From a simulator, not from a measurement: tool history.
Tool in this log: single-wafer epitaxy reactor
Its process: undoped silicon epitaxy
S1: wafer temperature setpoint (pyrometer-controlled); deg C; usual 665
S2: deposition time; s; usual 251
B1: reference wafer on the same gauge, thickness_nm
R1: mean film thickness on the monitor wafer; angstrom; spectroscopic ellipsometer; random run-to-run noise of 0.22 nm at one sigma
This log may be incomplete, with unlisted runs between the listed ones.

Run 1, hour 0.0: usual settings but S2 275 s; B1 64.836. Result: R1 648.82 angstrom.
Run 2, hour 61.3: usual settings but S2 275 s; B1 64.895. Result: R1 647.80 angstrom.
Run 3, hour 104.8: usual settings but S1 677 deg C; B1 65.025. Result: R1 736.85 angstrom.
Run 4, hour 157.9: usual settings; B1 64.866. Result: R1 587.43 angstrom.
Run 5, hour 222.4: usual settings; B1 64.864. Result: R1 584.89 angstrom.
Run 6, hour 290.7: usual settings; B1 64.893. Result: R1 578.39 angstrom.
Run 7, hour 499.2: usual settings; B1 65.009. Result: R1 575.04 angstrom.
Run 8, hour 538.3: usual settings but S1 653 deg C, S2 210 s; B1 65.023. Result: R1 380.18 angstrom.

Run 9 is up next; what results do you expect?
At hour 648.5: gauge calibrated.
At hour 679.1: pyrometer calibrated.
Run 9, hour 723.2: usual settings; B1 ?. Result: R1 ?.

B1: 64.854
R1: 707.02 angstrom
The same run, on a tool lacking any hidden state, would have yielded R1 612.36 angstrom.

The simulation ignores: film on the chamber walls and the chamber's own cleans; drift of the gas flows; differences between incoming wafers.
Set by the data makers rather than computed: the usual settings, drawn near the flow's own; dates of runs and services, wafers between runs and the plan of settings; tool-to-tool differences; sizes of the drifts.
